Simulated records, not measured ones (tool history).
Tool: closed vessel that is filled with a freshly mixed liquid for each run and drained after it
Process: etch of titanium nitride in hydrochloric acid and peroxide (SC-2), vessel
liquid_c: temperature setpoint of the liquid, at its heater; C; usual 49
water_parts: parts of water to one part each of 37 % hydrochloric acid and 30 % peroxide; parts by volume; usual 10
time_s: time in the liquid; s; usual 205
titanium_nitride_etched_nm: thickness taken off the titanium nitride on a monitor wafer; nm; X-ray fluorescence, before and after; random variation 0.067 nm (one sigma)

run	day	liquid_c	water_parts	time_s	read-back film thickness of the titanium nitride reference wafer, read on the same gauge (nm)	titanium_nitride_etched_nm
1	0	41.5	10	205	40.03	5.1
# day 0.571: thermometer replaced
2	1.371	49	10	205	39.97	8.65
3	2.079	51	10	205	39.99	9.82
4	3.321	53	7.5	155	39.99	10.5
5	4.012	49	10	205	40	8.47
6	4.588	54	11.5	150	40.01	7.63
7	5.308	40.5	10	300	39.99	6.92
8	6.138	49	12.5	120	39.99	4.11
9	7.588	49	10	205	40	8.46
10	9.017	49	10	205	40.01	8.42
# day 9.538: gauge calibrated
# day 9.838: new drum of peroxide connected
11	10.038	49	11.5	295	40	11.35
12	11.038	49	10	205	40	8.79
13	12.121	49	10	205	39.99	8.84
14	13.383	39.5	13.5	245	40	4.26
15	14.321	59	8.5	265	39.98	24.72
16	15.138	49	8	125	40.01	6.41
17	16.083	54	10	205	40	12.05
18	19.892	49	10	155	40	6.58
19	21.308	49	10	205	40.01	8.57
20	22.746	49	10	205	40	8.54
21	23.867	49	10	205	40	8.56
22	24.646	49	14.5	295	40.01	8.91
23	25.8	51.5	10	255	39.99	12.66
24	26.85	43	8	150	39.99	4.98
25	27.433	49	13	250	39.99	8.23
26	31.129	45	10	205	39.99	6.39
27	32.417	49	10	205	40.01	8.36
28	33.258	49	10	205	40	8.3

5 ways to go on from here, each from the tool as it stands after run 28. What would each give?
A	33.288	40	10	205	?	?
B	33.288	43.5	7.5	300	?	?
C	33.288	49	10	160	?	?
D	33.288	49	7	205	?	?
E	33.288	56	6.5	250	?	?

run	read-back film thickness of the titanium nitride reference wafer, read on the same gauge (nm)	titanium_nitride_etched_nm
A	40	4.39
B	40	10.39
C	40	6.37
D	40	10.91
E	40	22.33
Without the tool's hidden state the same runs would have given:
run	titanium_nitride_etched_nm
A	4.75
B	11.23
C	6.9
D	11.79
E	24.11
